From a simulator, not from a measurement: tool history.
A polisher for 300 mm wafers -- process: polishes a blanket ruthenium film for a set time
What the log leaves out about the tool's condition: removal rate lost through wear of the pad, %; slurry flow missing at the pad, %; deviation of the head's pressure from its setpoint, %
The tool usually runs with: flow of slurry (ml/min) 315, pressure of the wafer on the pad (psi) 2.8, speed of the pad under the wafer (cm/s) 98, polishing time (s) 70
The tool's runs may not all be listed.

run,hour,flow of slurry (ml/min),pressure of the wafer on the pad (psi),speed of the pad under the wafer (cm/s),polishing time (s),wafers since the last listed run,wafers polished on this pad,hours since the slurry nozzle was cleaned,hours since the head pressure was calibrated,"incoming thickness of the incoming film, nm",film removed (nm)
1,0,315,2.8,98,70,0,642,1.4,563,298.7,121.8
2,39.2,315,2.8,98,70,459,1102,40.6,602.2,294.6,118
3,80.7,315,3.5,98,70,486,1588,82.1,643.7,302.1,149.2
4,135.6,315,3.5,98,70,643,2232,137,698.6,297,143.6
# hour 190.7: worn pad replaced by a new one
5,201.8,315,3.5,98,70,729,130,203.2,764.8,303.7,164.8
# hour 210.2: slurry nozzle cleaned
6,305.9,245,2.8,98,70,1208,1339,95.7,868.9,301,122.2
# hour 422.4: head pressure recalibrated
# hour 435.4: worn pad replaced by a new one
# hour 486: slurry nozzle cleaned
7,512.7,315,2.8,98,70,2342,894,26.7,90.3,304.1,116.8
8,605.6,315,2.8,98,70,1089,1983,119.6,183.2,299.8,112
9,680.9,210,2.8,98,92,882,2866,194.9,258.5,301.5,145.5
# hour 686.1: worn pad replaced by a new one
10,730.5,315,2.8,106,87,534,520,244.5,308.1,297.5,160.4
# hour 732.5: slurry nozzle cleaned
11,802.8,315,2.8,98,70,835,1356,70.3,380.4,299.2,115.1
12,887.8,315,2.8,98,57,996,2353,155.3,465.4,303.3,92.4
# hour 941.4: worn pad replaced by a new one
13,994.3,315,2.8,106,87,1201,620,261.8,571.9,301.9,164.9
# hour 1013.4: slurry nozzle cleaned
14,1063.3,410,3.3,122,64,797,1417,49.9,640.9,298.4,161.6
15,1148,420,2.8,98,80,993,2410,134.6,725.6,304.2,136.6
16,1191.2,315,3.5,84,70,506,2917,177.8,768.8,298.1,127.1

List, for all runs, the conditions of the tool that the log does not record:
slurry flow missing at the pad, %: 0 across all the runs
H1: removal rate lost through wear of the pad, %
H2: deviation of the head's pressure from its setpoint, %
run,H1,H2
1,7.61,4.11
2,10.1,4.57
3,11.6,5.09
4,12.7,5.83
5,1.8,6.81
6,9.82,8.53
7,8.03,0.469
8,11.3,0.726
9,12.2,1.06
10,5.78,1.35
11,10.1,1.85
12,12,2.58
13,6.84,3.69
14,10.6,4.54
15,12.4,5.71
16,12.8,6.36
